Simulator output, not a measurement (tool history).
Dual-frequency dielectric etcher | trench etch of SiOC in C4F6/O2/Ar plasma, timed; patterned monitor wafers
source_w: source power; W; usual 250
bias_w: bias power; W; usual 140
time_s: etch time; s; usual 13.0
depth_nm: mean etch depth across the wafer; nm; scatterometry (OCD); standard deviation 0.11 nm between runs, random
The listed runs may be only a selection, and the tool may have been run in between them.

run,hour,source_w,bias_w,time_s,wafers since the last listed run,hours since the last wet clean,hours since the last source power generator calibration,hours since the last bias power generator calibration,hours since the last upper electrode change,hours since the gauge calibration,"read-back reference wafer on the same gauge, depth_nm",depth_nm
1,0.0,250,140,13.0,0,234.2,1610.7,3575.6,3100.8,52.6,16.90,18.61
2,29.5,250,140,13.0,464,263.7,1640.2,3605.1,3130.3,82.1,16.89,18.47
3,84.9,280,152,13.0,872,319.1,1695.6,3660.5,3185.7,137.5,16.92,19.84
4,115.6,280,152,13.0,483,349.8,1726.3,3691.2,3216.4,168.2,16.88,19.77
# hour 154.2: wet clean of the chamber
5,154.7,250,117,13.0,237,0.5,1765.4,3730.3,3255.5,207.3,16.92,18.10
6,176.6,250,140,13.0,344,22.4,1787.3,3752.2,3277.4,229.2,16.91,19.05
7,202.0,250,140,13.0,400,47.8,1812.7,3777.6,3302.8,254.6,16.89,18.73
8,236.5,250,140,13.0,543,82.3,1847.2,3812.1,3337.3,289.1,16.89,18.91
9,266.9,250,140,13.0,478,112.7,1877.6,3842.5,3367.7,319.5,16.89,18.74
10,292.2,280,150,14.5,398,138.0,1902.9,3867.8,3393.0,344.8,16.90,22.44
11,397.8,250,140,13.0,1663,243.6,2008.5,3973.4,3498.6,450.4,16.90,18.34
12,453.2,250,140,16.5,872,299.0,2063.9,4028.8,3554.0,505.8,16.89,23.02
13,501.5,200,140,10.5,760,347.3,2112.2,4077.1,3602.3,554.1,16.88,13.00
14,556.4,280,152,13.0,864,402.2,2167.1,4132.0,3657.2,609.0,16.89,19.45
# hour 565.0: bias power generator calibrated
# hour 583.1: gauge calibrated
# hour 585.0: wet clean of the chamber
# hour 605.1: source power generator calibrated
15,628.2,280,117,10.0,690,43.2,23.1,63.2,3729.0,45.1,16.90,14.61
# hour 668.8: upper electrode replaced
16,696.9,200,127,11.5,704,111.9,91.8,131.9,28.1,113.8,16.88,14.30
17,758.6,250,140,13.0,971,173.6,153.5,193.6,89.8,175.5,16.93,18.87
18,812.4,280,140,13.0,847,227.4,207.3,247.4,143.6,229.3,16.87,19.63
19,874.6,250,153,13.0,979,289.6,269.5,309.6,205.8,291.5,16.90,18.82

Below are 4 alternative next runs, each starting from the tool's condition after run 19. Predict each:
A,875.0,250,173,13.0,6,290.0,269.9,310.0,206.2,291.9,?,?
B,875.0,280,108,13.0,6,290.0,269.9,310.0,206.2,291.9,?,?
C,875.0,300,173,9.5,6,290.0,269.9,310.0,206.2,291.9,?,?
D,875.0,200,140,13.0,6,290.0,269.9,310.0,206.2,291.9,?,?

run,"read-back reference wafer on the same gauge, depth_nm",depth_nm
A,16.91,19.59
B,16.91,18.05
C,16.91,15.70
D,16.91,16.23
With the hidden condition removed and each run's random variation left untouched, the same runs would have given:
run,depth_nm
A,20.39
B,18.78
C,16.34
D,16.89

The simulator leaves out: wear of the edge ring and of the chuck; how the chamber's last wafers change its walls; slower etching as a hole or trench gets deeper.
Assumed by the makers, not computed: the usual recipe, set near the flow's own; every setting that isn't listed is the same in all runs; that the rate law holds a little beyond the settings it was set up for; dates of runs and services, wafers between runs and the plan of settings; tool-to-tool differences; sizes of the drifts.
